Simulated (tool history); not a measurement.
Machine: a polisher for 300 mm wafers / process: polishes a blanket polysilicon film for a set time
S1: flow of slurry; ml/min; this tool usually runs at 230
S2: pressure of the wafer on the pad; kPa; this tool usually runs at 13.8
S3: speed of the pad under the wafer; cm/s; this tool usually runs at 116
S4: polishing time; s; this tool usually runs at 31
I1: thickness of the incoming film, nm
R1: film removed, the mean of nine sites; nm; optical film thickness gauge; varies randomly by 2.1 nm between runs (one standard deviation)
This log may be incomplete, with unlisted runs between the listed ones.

run	hour	S1	S2	S3	S4	I1	R1
1	0.0	180	13.8	116	31	1541.6	234.2
# hour 58.4: slurry nozzle cleaned
2	65.3	180	13.8	116	31	1544.4	241.0
# hour 130.8: worn pad replaced by a new one
3	131.3	180	13.8	116	31	1536.9	242.5
4	174.8	230	13.8	116	31	1563.6	242.9
5	276.6	230	13.8	116	31	1553.3	249.2
# hour 332.5: worn pad replaced by a new one
6	366.1	230	13.8	116	28	1531.0	222.0
7	421.3	230	13.8	116	28	1550.0	224.9
8	467.4	230	11.7	116	31	1521.0	218.4
9	538.7	230	13.8	154	31	1523.7	321.4
# hour 574.7: head pressure recalibrated
# hour 580.2: worn pad replaced by a new one
10	637.4	230	13.8	116	31	1559.0	244.1
11	735.2	230	13.8	116	31	1558.5	243.0
# hour 760.0: slurry nozzle cleaned
# hour 768.1: worn pad replaced by a new one
12	821.6	230	13.8	116	28	1557.9	223.9
13	891.1	230	11.0	116	26	1555.1	180.9
14	950.7	230	13.8	116	25	1523.9	200.1
# hour 997.3: worn pad replaced by a new one
15	1023.7	210	15.9	148	38	1526.6	420.9
16	1090.5	230	13.8	104	27	1521.5	192.9

Each row is a separate what-if for the run after 16, all from the same tool condition, not one after another. Results?
A	1090.9	230	13.8	116	31	1545.1	?
B	1090.9	155	17.9	116	31	1545.1	?
C	1090.9	175	13.8	104	31	1545.1	?
D	1090.9	230	13.8	116	41	1545.1	?
E	1090.9	260	11.0	130	34	1545.1	?

run	R1
A	246.0
B	281.4
C	213.0
D	325.3
E	264.5
Had the tool no hidden state, the same runs would have come out as:
run	R1
A	249.2
B	286.6
C	216.6
D	329.6
E	267.6
